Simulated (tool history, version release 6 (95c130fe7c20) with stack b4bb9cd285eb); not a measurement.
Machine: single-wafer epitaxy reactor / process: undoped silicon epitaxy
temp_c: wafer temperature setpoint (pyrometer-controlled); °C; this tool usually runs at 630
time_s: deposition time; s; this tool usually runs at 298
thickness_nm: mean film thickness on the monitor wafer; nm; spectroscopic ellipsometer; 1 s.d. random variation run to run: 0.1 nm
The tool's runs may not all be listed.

run	day	temp_c	time_s	read-back reference wafer on the same gauge, thickness_nm	thickness_nm
1	0.000	630	298	31.943	30.013
2	2.679	630	298	31.877	29.989
3	4.283	630	298	31.853	29.796
4	5.800	630	298	31.819	30.046
5	8.296	630	298	31.726	29.942
6	10.521	630	298	31.661	29.982
7	12.162	630	298	31.589	29.835
# day 12.433: gauge calibrated
8	14.417	630	298	32.239	30.421
9	16.858	636	330	32.252	38.155
10	18.067	641	351	32.191	44.745
11	20.992	634	345	32.211	37.919
12	23.200	630	255	32.208	26.060
13	27.296	636	330	32.137	37.786
# day 27.788: pyrometer calibrated
14	29.383	630	298	32.063	30.131
15	32.262	624	260	31.995	23.360
16	33.283	641	351	31.972	44.038
17	35.108	635	340	31.943	37.934
18	36.842	630	298	31.913	30.104

Each row is a separate what-if for the run after 18, all from the same tool condition, not one after another. Results?
A	36.862	630	298	?	?
B	36.862	620	298	?	?
C	36.862	618	315	?	?

run	read-back reference wafer on the same gauge, thickness_nm	thickness_nm
A	31.862	30.198
B	31.862	24.667
C	31.862	25.029
What these runs would have given with no unlogged condition in the tool:
run	thickness_nm
A	30.499
B	24.914
C	25.279
